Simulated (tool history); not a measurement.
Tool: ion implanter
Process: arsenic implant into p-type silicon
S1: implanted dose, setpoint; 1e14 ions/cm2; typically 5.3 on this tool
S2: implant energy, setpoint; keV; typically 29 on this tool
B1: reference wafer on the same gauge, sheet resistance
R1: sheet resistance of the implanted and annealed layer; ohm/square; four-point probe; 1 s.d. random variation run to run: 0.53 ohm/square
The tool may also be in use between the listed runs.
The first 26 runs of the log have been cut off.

run   hour    S1    S2      B1      R1
     332.1  -- gauge calibrated
 27  345.7  6.49  32.5  180.96  170.15
 28  358.3  6.04    29  181.01  183.18
 29  370.7  6.64    26  180.89  174.36
 30  386.4   4.2    32  181.15  236.04
 31  402.3  3.99  20.5  181.27  261.06
 32  411.5   5.3    29  181.28  201.37
 33  451.9   5.3  25.5  180.83   205.6
 34  468.3   5.3  37.5  181.07  193.45
 35  485.6  4.05  34.5  181.08  239.84
 36  493.4   5.3  36.5  180.94  194.11
 37    501  5.72    29  180.98  192.02
 38    514   5.3    29   180.7  202.24

Each row is a separate what-if for the run after 38, all from the same tool condition, not one after another. Results?
  A  514.4   5.3  29   ?   ?
  B  514.4   6.2  23   ?   ?
  C  514.4  4.75  29   ?   ?

run      B1      R1
  A  180.95  201.59
  B  180.95  187.42
  C  180.95  218.54
With no hidden state in the tool, these same runs would have given:
run      R1
  A  200.06
  B  186.08
  C  216.88

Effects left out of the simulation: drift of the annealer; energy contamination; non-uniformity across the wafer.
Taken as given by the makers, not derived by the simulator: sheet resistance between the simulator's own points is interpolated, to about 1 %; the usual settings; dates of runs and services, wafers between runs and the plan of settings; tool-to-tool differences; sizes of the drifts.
